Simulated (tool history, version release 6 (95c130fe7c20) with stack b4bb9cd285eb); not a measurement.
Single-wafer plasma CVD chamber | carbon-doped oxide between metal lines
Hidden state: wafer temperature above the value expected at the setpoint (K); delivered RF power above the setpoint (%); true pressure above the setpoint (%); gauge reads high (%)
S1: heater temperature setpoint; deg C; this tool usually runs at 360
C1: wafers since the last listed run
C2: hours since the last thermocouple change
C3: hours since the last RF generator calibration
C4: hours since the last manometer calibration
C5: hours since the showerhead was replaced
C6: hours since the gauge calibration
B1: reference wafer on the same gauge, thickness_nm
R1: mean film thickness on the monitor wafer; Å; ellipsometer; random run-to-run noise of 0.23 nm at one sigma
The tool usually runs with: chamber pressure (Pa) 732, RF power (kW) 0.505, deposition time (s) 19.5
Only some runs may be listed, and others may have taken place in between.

run 1 day=0 | S1=360 chamber_pressure_(Pa)=732 RF_power_(kW)=0.505 deposition_time_(s)=19.5 | C1=0 C2=1025.3 C3=1428.4 C4=3299.7 C5=4741.3 C6=279.8 | B1=95.274 | R1=957.43
run 2 day=0.671 | S1=360 chamber_pressure_(Pa)=732 RF_power_(kW)=0.505 deposition_time_(s)=19.5 | C1=545 C2=1041.4 C3=1444.5 C4=3315.8 C5=4757.4 C6=295.9 | B1=95.298 | R1=956.78
-- day=1.362 capacitance manometer re-zeroed and calibrated
run 3 day=1.383 | S1=360 chamber_pressure_(Pa)=732 RF_power_(kW)=0.505 deposition_time_(s)=22.3 | C1=308 C2=1058.5 C3=1461.6 C4=0.5 C5=4774.5 C6=313 | B1=95.318 | R1=1092.57
-- day=1.571 gauge calibrated
run 4 day=1.654 | S1=360 chamber_pressure_(Pa)=732 RF_power_(kW)=0.505 deposition_time_(s)=22.3 | C1=220 C2=1065 C3=1468.1 C4=7 C5=4781 C6=2 | B1=95.335 | R1=1094.4
run 5 day=1.992 | S1=360 chamber_pressure_(Pa)=732 RF_power_(kW)=0.505 deposition_time_(s)=20.3 | C1=274 C2=1073.1 C3=1476.2 C4=15.1 C5=4789.1 C6=10.1 | B1=95.289 | R1=993.69
-- day=2.458 showerhead replaced, of another model than before
-- day=2.692 RF generator calibrated
-- day=3.583 thermocouple changed; heater temperature recalibrated
run 6 day=3.604 | S1=360 chamber_pressure_(Pa)=732 RF_power_(kW)=0.505 deposition_time_(s)=20.3 | C1=577 C2=0.5 C3=21.9 C4=53.8 C5=27.5 C6=48.8 | B1=95.311 | R1=1028.84
run 7 day=3.821 | S1=360 chamber_pressure_(Pa)=732 RF_power_(kW)=0.505 deposition_time_(s)=19.5 | C1=176 C2=5.7 C3=27.1 C4=59 C5=32.7 C6=54 | B1=95.375 | R1=990.85
run 8 day=4.458 | S1=360 chamber_pressure_(Pa)=732 RF_power_(kW)=0.505 deposition_time_(s)=19.5 | C1=518 C2=21 C3=42.4 C4=74.3 C5=48 C6=69.3 | B1=95.33 | R1=989.35
run 9 day=4.862 | S1=360 chamber_pressure_(Pa)=732 RF_power_(kW)=0.505 deposition_time_(s)=21.5 | C1=328 C2=30.7 C3=52.1 C4=84 C5=57.7 C6=79 | B1=95.376 | R1=1091.38
run 10 day=5.221 | S1=360 chamber_pressure_(Pa)=732 RF_power_(kW)=0.505 deposition_time_(s)=21.5 | C1=291 C2=39.3 C3=60.7 C4=92.6 C5=66.3 C6=87.6 | B1=95.252 | R1=1087.41
run 11 day=5.588 | S1=360 chamber_pressure_(Pa)=848 RF_power_(kW)=0.505 deposition_time_(s)=19.5 | C1=298 C2=48.1 C3=69.5 C4=101.4 C5=75.1 C6=96.4 | B1=95.382 | R1=1006.6
run 12 day=6.167 | S1=352 chamber_pressure_(Pa)=868 RF_power_(kW)=0.505 deposition_time_(s)=19.5 | C1=471 C2=62 C3=83.4 C4=115.3 C5=89 C6=110.3 | B1=95.277 | R1=1031.15
run 13 day=6.442 | S1=360 chamber_pressure_(Pa)=732 RF_power_(kW)=0.505 deposition_time_(s)=19.5 | C1=223 C2=68.6 C3=90 C4=121.9 C5=95.6 C6=116.9 | B1=95.271 | R1=988.04
run 14 day=7 | S1=346 chamber_pressure_(Pa)=592 RF_power_(kW)=0.505 deposition_time_(s)=19.5 | C1=454 C2=82 C3=103.4 C4=135.3 C5=109 C6=130.3 | B1=95.357 | R1=994.86
run 15 day=7.533 | S1=370 chamber_pressure_(Pa)=684 RF_power_(kW)=0.505 deposition_time_(s)=19.5 | C1=433 C2=94.8 C3=116.2 C4=148.1 C5=121.8 C6=143.1 | B1=95.35 | R1=949.36
run 16 day=8.238 | S1=360 chamber_pressure_(Pa)=732 RF_power_(kW)=0.505 deposition_time_(s)=20.3 | C1=572 C2=111.7 C3=133.1 C4=165 C5=138.7 C6=160 | B1=95.346 | R1=1025.05
run 17 day=8.7 | S1=360 chamber_pressure_(Pa)=732 RF_power_(kW)=0.505 deposition_time_(s)=19.5 | C1=376 C2=122.8 C3=144.2 C4=176.1 C5=149.8 C6=171.1 | B1=95.263 | R1=983.22
run 18 day=9.062 | S1=360 chamber_pressure_(Pa)=732 RF_power_(kW)=0.505 deposition_time_(s)=18.3 | C1=294 C2=131.5 C3=152.9 C4=184.8 C5=158.5 C6=179.8 | B1=95.322 | R1=922.77
run 19 day=9.575 | S1=360 chamber_pressure_(Pa)=732 RF_power_(kW)=0.505 deposition_time_(s)=22.3 | C1=416 C2=143.8 C3=165.2 C4=197.1 C5=170.8 C6=192.1 | B1=95.347 | R1=1119.23
run 20 day=10.112 | S1=360 chamber_pressure_(Pa)=732 RF_power_(kW)=0.505 deposition_time_(s)=20.6 | C1=437 C2=156.7 C3=178.1 C4=210 C5=183.7 C6=205 | B1=95.396 | R1=1038.91
run 21 day=10.858 | S1=371 chamber_pressure_(Pa)=915 RF_power_(kW)=0.505 deposition_time_(s)=18.1 | C1=606 C2=174.6 C3=196 C4=227.9 C5=201.6 C6=222.9 | B1=95.384 | R1=907.5
run 22 day=11.321 | S1=360 chamber_pressure_(Pa)=732 RF_power_(kW)=0.505 deposition_time_(s)=19.5 | C1=376 C2=185.7 C3=207.1 C4=239 C5=212.7 C6=234 | B1=95.371 | R1=979.55
run 23 day=11.979 | S1=360 chamber_pressure_(Pa)=732 RF_power_(kW)=0.505 deposition_time_(s)=19.5 | C1=535 C2=201.5 C3=222.9 C4=254.8 C5=228.5 C6=249.8 | B1=95.371 | R1=982.76
-- day=12.404 gauge calibrated
run 24 day=13.288 | S1=355 chamber_pressure_(Pa)=732 RF_power_(kW)=0.505 deposition_time_(s)=19.5 | C1=1064 C2=232.9 C3=254.3 C4=286.2 C5=259.9 C6=21.2 | B1=95.233 | R1=995.91
run 25 day=13.558 | S1=360 chamber_pressure_(Pa)=732 RF_power_(kW)=0.43 deposition_time_(s)=17.5 | C1=220 C2=239.4 C3=260.8 C4=292.7 C5=266.4 C6=27.7 | B1=95.284 | R1=842.73
run 26 day=13.867 | S1=360 chamber_pressure_(Pa)=669 RF_power_(kW)=0.545 deposition_time_(s)=19.5 | C1=250 C2=246.8 C3=268.2 C4=300.1 C5=273.8 C6=35.1 | B1=95.251 | R1=988.78
run 27 day=14.362 | S1=360 chamber_pressure_(Pa)=732 RF_power_(kW)=0.585 deposition_time_(s)=16.8 | C1=403 C2=258.7 C3=280.1 C4=312 C5=285.7 C6=47 | B1=95.304 | R1=887.34
run 28 day=14.908 | S1=367 chamber_pressure_(Pa)=732 RF_power_(kW)=0.465 deposition_time_(s)=19.5 | C1=444 C2=271.8 C3=293.2 C4=325.1 C5=298.8 C6=60.1 | B1=95.23 | R1=939.84
run 29 day=15.512 | S1=360 chamber_pressure_(Pa)=732 RF_power_(kW)=0.505 deposition_time_(s)=18.4 | C1=491 C2=286.3 C3=307.7 C4=339.6 C5=313.3 C6=74.6 | B1=95.247 | R1=922.13

Forecast each of these 3 alternatives for the next run:
run A day=15.529 | S1=360 chamber_pressure_(Pa)=732 RF_power_(kW)=0.505 deposition_time_(s)=19.5 | C1=13 C2=286.7 C3=308.1 C4=340 C5=313.7 C6=75 | B1=? | R1=?
run B day=15.529 | S1=373 chamber_pressure_(Pa)=616 RF_power_(kW)=0.55 deposition_time_(s)=19.5 | C1=13 C2=286.7 C3=308.1 C4=340 C5=313.7 C6=75 | B1=? | R1=?
run C day=15.529 | S1=360 chamber_pressure_(Pa)=732 RF_power_(kW)=0.505 deposition_time_(s)=17 | C1=13 C2=286.7 C3=308.1 C4=340 C5=313.7 C6=75 | B1=? | R1=?

run=A B1=95.283 R1=977.36
run=B B1=95.283 R1=939.07
run=C B1=95.283 R1=854.06
Had the tool no hidden state, the same runs would have come out as:
run=A R1=990.55
run=B R1=951.62
run=C R1=865.59
